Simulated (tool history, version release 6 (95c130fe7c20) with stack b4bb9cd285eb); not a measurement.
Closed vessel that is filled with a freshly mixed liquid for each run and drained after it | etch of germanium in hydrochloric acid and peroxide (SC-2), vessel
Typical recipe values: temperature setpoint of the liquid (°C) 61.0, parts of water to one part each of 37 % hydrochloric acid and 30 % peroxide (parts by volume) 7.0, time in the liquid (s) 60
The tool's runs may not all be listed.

run,hour,temperature setpoint of the liquid (°C),parts of water to one part each of 37 % hydrochloric acid and 30 % peroxide (parts by volume),time in the liquid (s),"read-back film thickness of the germanium reference wafer, read on the same gauge (nm)",thickness taken off the germanium on a monitor wafer (Å)
1,0.0,61.0,7.0,60,90.26,1893.0
2,20.2,61.0,7.0,60,90.35,1901.1
3,48.9,61.0,7.0,60,90.43,1901.2
4,73.9,61.0,7.0,60,90.54,1893.5
5,104.0,66.5,8.0,60,90.65,2192.1
6,116.9,57.0,7.0,60,90.69,1683.5
7,130.4,57.0,7.0,60,90.73,1680.1
8,146.5,57.0,7.0,60,90.80,1681.1
9,161.5,61.0,7.0,60,90.88,1903.7
10,196.0,61.0,7.0,60,90.95,1898.3
11,221.9,61.0,7.0,60,91.08,1904.8
12,235.0,61.0,7.0,60,91.11,1903.3
# hour 238.8: chemicals flow meter replaced
13,264.9,61.0,7.0,60,91.22,1915.1
14,291.6,61.0,7.0,60,91.31,1905.0
15,311.2,61.0,7.0,60,91.39,1918.2
16,338.3,52.0,4.5,60,91.49,1476.2
17,360.8,61.0,7.0,60,91.59,1926.4
18,376.2,61.0,7.0,60,91.64,1930.3
# hour 399.7: gauge calibrated
19,402.2,61.0,6.0,60,90.10,1915.1
# hour 413.5: thermometer replaced
20,419.3,66.5,8.5,35,90.17,1270.5
21,439.5,61.0,5.0,90,90.22,2869.4
22,452.4,61.0,10.0,60,90.28,1826.1
23,496.3,56.0,7.0,60,90.45,1640.7
24,520.7,51.5,4.5,35,90.55,833.1
25,537.4,61.0,7.0,60,90.63,1893.9
# hour 560.0: new drum of peroxide connected
26,615.6,61.0,9.0,35,90.89,1086.6
27,636.1,52.0,7.0,60,90.97,1451.0
28,654.3,61.0,9.5,60,91.00,1859.0
29,685.7,67.5,5.5,75,91.13,2914.9
30,721.3,70.5,7.0,70,91.26,2930.4
31,736.8,57.5,7.0,60,91.30,1714.6

Subtracting, for every run, the result it would have given without the tool's unlogged condition from the measured result gives the following. The same run-to-run variation enters both numbers; the gauge's scatter may not:
Hidden state present: liquid hotter than its thermometer reads (K); chemicals flow below the setpoint (%); peroxide weaker than its label (%); gauge reads high (%).
run,thickness taken off the germanium on a monitor wafer (Å)
1,+5.7
2,+7.2
3,+9.4
4,+11.2
5,+15.5
6,+12.8
7,+13.6
8,+14.8
9,+17.8
10,+20.3
11,+22.3
12,+23.3
13,+25.7
14,+27.5
15,+29.2
16,+24.0
17,+33.0
18,+34.2
19,+2.3
20,+2.3
21,+7.6
22,+5.8
23,+8.1
24,+4.9
25,+12.4
26,+10.5
27,+15.2
28,+20.7
29,+36.1
30,+40.3
31,+24.6
